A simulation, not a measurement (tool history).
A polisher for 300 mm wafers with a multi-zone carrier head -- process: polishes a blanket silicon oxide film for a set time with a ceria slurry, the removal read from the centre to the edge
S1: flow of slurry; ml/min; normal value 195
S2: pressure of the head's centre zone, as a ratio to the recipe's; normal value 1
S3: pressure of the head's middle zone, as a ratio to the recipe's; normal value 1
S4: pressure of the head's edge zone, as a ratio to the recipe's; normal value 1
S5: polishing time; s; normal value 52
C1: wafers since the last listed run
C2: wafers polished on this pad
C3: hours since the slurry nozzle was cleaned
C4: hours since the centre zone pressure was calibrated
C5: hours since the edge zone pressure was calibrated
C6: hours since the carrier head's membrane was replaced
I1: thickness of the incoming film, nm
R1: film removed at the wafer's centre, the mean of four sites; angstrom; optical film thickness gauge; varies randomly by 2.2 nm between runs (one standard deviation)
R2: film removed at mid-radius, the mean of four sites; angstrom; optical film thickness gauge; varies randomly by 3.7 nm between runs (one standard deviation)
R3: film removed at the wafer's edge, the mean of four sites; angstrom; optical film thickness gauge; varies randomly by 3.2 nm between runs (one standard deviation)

{"run": 1, "hour": 0.0, "S1": 195, "S2": 1, "S3": 1, "S4": 1, "S5": 52, "C1": 0, "C2": 640, "C3": 94.1, "C4": 229.5, "C5": 355.9, "C6": 512.3, "I1": 1873, "R1": 2789, "R2": 2880, "R3": 2949}
{"run": 2, "hour": 34.9, "S1": 145, "S2": 1, "S3": 1, "S4": 1, "S5": 52, "C1": 410, "C2": 1051, "C3": 129, "C4": 264.4, "C5": 390.8, "C6": 547.2, "I1": 1841.4, "R1": 2598, "R2": 2782, "R3": 2815}
{"hour": 92.1, "done": "carrier head's membrane replaced by a new one"}
{"run": 3, "hour": 92.6, "S1": 150, "S2": 1, "S3": 1.04, "S4": 1, "S5": 52, "C1": 619, "C2": 1670, "C3": 186.7, "C4": 322.1, "C5": 448.5, "C6": 0.5, "I1": 1847.1, "R1": 2643, "R2": 2851, "R3": 2840}
{"run": 4, "hour": 141.4, "S1": 240, "S2": 1, "S3": 1, "S4": 1, "S5": 52, "C1": 573, "C2": 2244, "C3": 235.5, "C4": 370.9, "C5": 497.3, "C6": 49.3, "I1": 1875, "R1": 2814, "R2": 2975, "R3": 3004}
{"run": 5, "hour": 194.1, "S1": 195, "S2": 1, "S3": 1, "S4": 1, "S5": 52, "C1": 619, "C2": 2864, "C3": 288.2, "C4": 423.6, "C5": 550, "C6": 102, "I1": 1849.7, "R1": 2722, "R2": 2894, "R3": 3020}
{"hour": 252.5, "done": "centre zone pressure recalibrated"}
{"run": 6, "hour": 262.9, "S1": 195, "S2": 1, "S3": 1.06, "S4": 1, "S5": 52, "C1": 785, "C2": 3649, "C3": 357, "C4": 10.4, "C5": 618.8, "C6": 170.8, "I1": 1869.2, "R1": 2927, "R2": 3038, "R3": 3003}
{"run": 7, "hour": 293.5, "S1": 170, "S2": 1, "S3": 1, "S4": 1, "S5": 52, "C1": 359, "C2": 4009, "C3": 387.6, "C4": 41, "C5": 649.4, "C6": 201.4, "I1": 1859.9, "R1": 2727, "R2": 2873, "R3": 2843}
{"hour": 300.3, "done": "edge zone pressure recalibrated"}
{"run": 8, "hour": 364.0, "S1": 195, "S2": 1, "S3": 1, "S4": 1, "S5": 67, "C1": 805, "C2": 4814, "C3": 458.1, "C4": 111.5, "C5": 63.7, "C6": 271.9, "I1": 1873.5, "R1": 3590, "R2": 3808, "R3": 3745}
{"run": 9, "hour": 392.1, "S1": 195, "S2": 0.9, "S3": 1, "S4": 0.96, "S5": 52, "C1": 330, "C2": 5144, "C3": 486.2, "C4": 139.6, "C5": 91.8, "C6": 300, "I1": 1862.7, "R1": 2492, "R2": 2951, "R3": 2898}
{"hour": 419.6, "done": "slurry nozzle cleaned"}
{"run": 10, "hour": 420.1, "S1": 135, "S2": 0.93, "S3": 1, "S4": 1.09, "S5": 52, "C1": 317, "C2": 5462, "C3": 0.5, "C4": 167.6, "C5": 119.8, "C6": 328, "I1": 1863.2, "R1": 2382, "R2": 2729, "R3": 2854}
{"hour": 432.9, "done": "worn pad replaced by a new one"}
{"run": 11, "hour": 461.0, "S1": 195, "S2": 1, "S3": 1, "S4": 1.03, "S5": 52, "C1": 433, "C2": 330, "C3": 41.4, "C4": 208.5, "C5": 160.7, "C6": 368.9, "I1": 1858.6, "R1": 2734, "R2": 2976, "R3": 2974}
{"run": 12, "hour": 487.7, "S1": 195, "S2": 1, "S3": 1, "S4": 1, "S5": 63, "C1": 313, "C2": 644, "C3": 68.1, "C4": 235.2, "C5": 187.4, "C6": 395.6, "I1": 1868.7, "R1": 3258, "R2": 3526, "R3": 3533}
{"run": 13, "hour": 534.6, "S1": 195, "S2": 1.06, "S3": 1, "S4": 1, "S5": 52, "C1": 551, "C2": 1195, "C3": 115, "C4": 282.1, "C5": 234.3, "C6": 442.5, "I1": 1848.6, "R1": 2878, "R2": 2910, "R3": 2948}
{"run": 14, "hour": 580.7, "S1": 225, "S2": 0.89, "S3": 1, "S4": 1, "S5": 52, "C1": 541, "C2": 1737, "C3": 161.1, "C4": 328.2, "C5": 280.4, "C6": 488.6, "I1": 1854.6, "R1": 2485, "R2": 2931, "R3": 2948}
{"run": 15, "hour": 623.1, "S1": 195, "S2": 0.92, "S3": 1.12, "S4": 1, "S5": 52, "C1": 498, "C2": 2236, "C3": 203.5, "C4": 370.6, "C5": 322.8, "C6": 531, "I1": 1869.4, "R1": 2480, "R2": 3138, "R3": 2943}
{"hour": 627.3, "done": "centre zone pressure recalibrated"}
{"run": 16, "hour": 688.7, "S1": 195, "S2": 0.97, "S3": 1, "S4": 1.05, "S5": 52, "C1": 747, "C2": 2983, "C3": 269.1, "C4": 61.4, "C5": 388.4, "C6": 596.6, "I1": 1865.1, "R1": 2786, "R2": 2936, "R3": 2914}
{"run": 17, "hour": 724.3, "S1": 195, "S2": 1, "S3": 1, "S4": 1, "S5": 52, "C1": 418, "C2": 3402, "C3": 304.7, "C4": 97, "C5": 424, "C6": 632.2, "I1": 1865.3, "R1": 2773, "R2": 2924, "R3": 2911}
{"hour": 789.4, "done": "carrier head's membrane replaced by a new one"}
{"run": 18, "hour": 789.9, "S1": 195, "S2": 1, "S3": 1, "S4": 1, "S5": 63, "C1": 712, "C2": 4114, "C3": 370.3, "C4": 162.6, "C5": 489.6, "C6": 0.5, "I1": 1845.3, "R1": 3314, "R2": 3550, "R3": 3520}
{"run": 19, "hour": 849.3, "S1": 195, "S2": 1, "S3": 1, "S4": 0.96, "S5": 52, "C1": 698, "C2": 4813, "C3": 429.7, "C4": 222, "C5": 549, "C6": 59.9, "I1": 1831, "R1": 2737, "R2": 2918, "R3": 2954}
{"hour": 881.6, "done": "slurry nozzle cleaned"}
{"run": 20, "hour": 884.5, "S1": 195, "S2": 1, "S3": 1, "S4": 1, "S5": 52, "C1": 402, "C2": 5215, "C3": 2.9, "C4": 257.2, "C5": 584.2, "C6": 95.1, "I1": 1856.8, "R1": 2708, "R2": 2914, "R3": 2940}
{"hour": 905.9, "done": "worn pad replaced by a new one"}
{"run": 21, "hour": 933.1, "S1": 195, "S2": 1, "S3": 1, "S4": 1, "S5": 52, "C1": 524, "C2": 319, "C3": 51.5, "C4": 305.8, "C5": 632.8, "C6": 143.7, "I1": 1878.9, "R1": 2734, "R2": 2905, "R3": 2909}
{"hour": 955.3, "done": "edge zone pressure recalibrated"}
{"run": 22, "hour": 990.8, "S1": 195, "S2": 1, "S3": 1, "S4": 1, "S5": 52, "C1": 654, "C2": 974, "C3": 109.2, "C4": 363.5, "C5": 35.5, "C6": 201.4, "I1": 1831.3, "R1": 2697, "R2": 2881, "R3": 2907}
{"run": 23, "hour": 1018.3, "S1": 235, "S2": 1, "S3": 1, "S4": 1, "S5": 39, "C1": 323, "C2": 1297, "C3": 136.7, "C4": 391, "C5": 63, "C6": 228.9, "I1": 1864.4, "R1": 2091, "R2": 2233, "R3": 2236}

Forecast each of these 3 alternatives for the next run:
{"run": "A", "hour": 1018.7, "S1": 195, "S2": 1, "S3": 1, "S4": 1, "S5": 52, "C1": 4, "C2": 1302, "C3": 137.1, "C4": 391.4, "C5": 63.4, "C6": 229.3, "I1": 1864.9, "R1": "?", "R2": "?", "R3": "?"}
{"run": "B", "hour": 1018.7, "S1": 145, "S2": 0.95, "S3": 1.08, "S4": 1.11, "S5": 52, "C1": 4, "C2": 1302, "C3": 137.1, "C4": 391.4, "C5": 63.4, "C6": 229.3, "I1": 1864.9, "R1": "?", "R2": "?", "R3": "?"}
{"run": "C", "hour": 1018.7, "S1": 160, "S2": 1, "S3": 0.89, "S4": 1, "S5": 52, "C1": 4, "C2": 1302, "C3": 137.1, "C4": 391.4, "C5": 63.4, "C6": 229.3, "I1": 1864.9, "R1": "?", "R2": "?", "R3": "?"}

run=A R1=2744 R2=2881 R3=2980
run=B R1=2465 R2=2921 R3=2961
run=C R1=2647 R2=2541 R3=2916
What these runs would have given with no unlogged condition in the tool:
run=A R1=2959 R2=2880 R3=2980
run=B R1=2660 R2=2920 R3=2961
run=C R1=2854 R2=2540 R3=2916
